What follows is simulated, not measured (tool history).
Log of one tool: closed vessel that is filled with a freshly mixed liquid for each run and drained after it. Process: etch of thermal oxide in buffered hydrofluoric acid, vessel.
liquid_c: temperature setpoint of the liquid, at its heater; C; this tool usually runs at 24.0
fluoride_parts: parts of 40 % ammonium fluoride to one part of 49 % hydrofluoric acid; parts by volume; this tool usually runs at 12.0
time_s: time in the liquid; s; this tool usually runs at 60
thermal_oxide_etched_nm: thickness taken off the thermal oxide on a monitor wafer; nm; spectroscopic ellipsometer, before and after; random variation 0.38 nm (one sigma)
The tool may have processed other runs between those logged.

run   hour  liquid_c  fluoride_parts  time_s  wafers since the last listed run  hours since the thermometer was replaced  hours since the hydrofluoric acid flow meter was replaced  hours since the gauge calibration  read-back film thickness of the thermal oxide reference wafer, read on the same gauge (nm)  thermal_oxide_etched_nm
  1    0.0      20.5            12.0      60                                 0                                    1165.1                                                     1907.8                               27.2                                                                                      120.05                    49.41
  2   17.0      20.5            12.0      60                              2112                                    1182.1                                                     1924.8                               44.2                                                                                      120.01                    49.03
  3   28.7      20.5            12.0      60                              1453                                    1193.8                                                     1936.5                               55.9                                                                                      120.03                    48.69
  4   37.6      24.0            12.0      60                              1105                                    1202.7                                                     1945.4                               64.8                                                                                      119.94                    58.86
  5   44.2      24.0            12.0      60                               819                                    1209.3                                                     1952.0                               71.4                                                                                      120.02                    59.43
  6   56.5      24.0            14.0      60                              1528                                    1221.6                                                     1964.3                               83.7                                                                                      119.97                    51.40
  7   69.9      24.0            14.0      60                              1664                                    1235.0                                                     1977.7                               97.1                                                                                      120.02                    50.42
  8   82.5      24.0            14.0      60                              1565                                    1247.6                                                     1990.3                              109.7                                                                                      120.00                    50.92
  9   95.3      24.0            12.0      70                              1590                                    1260.4                                                     2003.1                              122.5                                                                                      119.98                    68.85
 10  111.1      24.0            12.0      70                              1962                                    1276.2                                                     2018.9                              138.3                                                                                      120.02                    69.54
 11  125.6      24.0            12.0      60                              1801                                    1290.7                                                     2033.4                              152.8                                                                                      120.01                    59.39
 12  143.7      24.0            12.0      60                              2248                                    1308.8                                                     2051.5                              170.9                                                                                      119.98                    58.37
 13  155.5      24.0            12.0      80                              1466                                    1320.6                                                     2063.3                              182.7                                                                                      120.01                    78.13
 14  169.1      24.0            12.0      80                              1689                                    1334.2                                                     2076.9                              196.3                                                                                      120.05                    78.82
     170.7  -- hydrofluoric acid flow meter replaced
 15  182.5      25.5            13.0      60                              1540                                    1347.6                                                       11.8                              209.7                                                                                      119.99                    59.04
 16  194.8      25.5            13.0      60                              1528                                    1359.9                                                       24.1                              222.0                                                                                      119.98                    58.20
 17  205.2      24.0            12.0      60                              1292                                    1370.3                                                       34.5                              232.4                                                                                      120.01                    58.66
     216.8  -- thermometer replaced
 18  220.5      20.5            12.0      60                              1776                                       3.7                                                       49.8                              247.7                                                                                      120.00                    54.56
 19  227.0      26.0            15.5      90                               807                                      10.2                                                       56.3                              254.2                                                                                      120.04                    85.21
 20  235.7      19.5             9.5      40                              1080                                      18.9                                                       65.0                              262.9                                                                                      119.98                    41.62
 21  242.0      24.0            12.0      60                               782                                      25.2                                                       71.3                              269.2                                                                                      119.97                    65.15
 22  248.2      25.5             7.0      35                               770                                      31.4                                                       77.5                              275.4                                                                                      120.00                    69.10
     253.8  -- gauge calibrated
 23  254.8      19.5            16.5      60                               819                                      38.0                                                       84.1                                1.0                                                                                      120.01                    37.04
 24  269.6      24.0            12.0      60                              1838                                      52.8                                                       98.9                               15.8                                                                                      119.99                    66.08
 25  278.5      24.0            12.0      60                              1105                                      61.7                                                      107.8                               24.7                                                                                      119.99                    65.34
 26  296.3      27.5            12.0      60                              2211                                      79.5                                                      125.6                               42.5                                                                                      119.99                    78.98
 27  311.4      21.0            12.0      60                              1876                                      94.6                                                      140.7                               57.6                                                                                      119.99                    54.29
 28  318.8      24.0            15.5      70                               919                                     102.0                                                      148.1                               65.0                                                                                      120.00                    58.74
 29  326.1      24.0            12.0      30                               906                                     109.3                                                      155.4                               72.3                                                                                      119.99                    32.54
 30  342.9      25.5            12.0      60                              2087                                     126.1                                                      172.2                               89.1                                                                                      119.98                    69.98
 31  349.5      28.5             7.5      45                               819                                     132.7                                                      178.8                               95.7                                                                                      120.01                    96.03
 32  360.2      24.0            12.0      60                              1329                                     143.4                                                      189.5                              106.4                                                                                      120.00                    64.09

4 ways to go on from here, each from the tool as it stands after run 32. What would each give?
  A  360.9      24.0            10.0      60                                86                                     144.1                                                      190.2                              107.1                                                                                           ?                        ?
  B  360.9      22.0            13.5      60                                86                                     144.1                                                      190.2                              107.1                                                                                           ?                        ?
  C  360.9      20.0            13.5      90                                86                                     144.1                                                      190.2                              107.1                                                                                           ?                        ?
  D  360.9      29.0            12.0      60                                86                                     144.1                                                      190.2                              107.1                                                                                           ?                        ?

run  read-back film thickness of the thermal oxide reference wafer, read on the same gauge (nm)  thermal_oxide_etched_nm
  A                                                                                      120.01                    78.34
  B                                                                                      120.01                    52.33
  C                                                                                      120.01                    70.19
  D                                                                                      120.01                    85.86
Had the tool no hidden state, the same runs would have come out as:
run  thermal_oxide_etched_nm
  A                    81.03
  B                    54.16
  C                    72.68
  D                    88.73
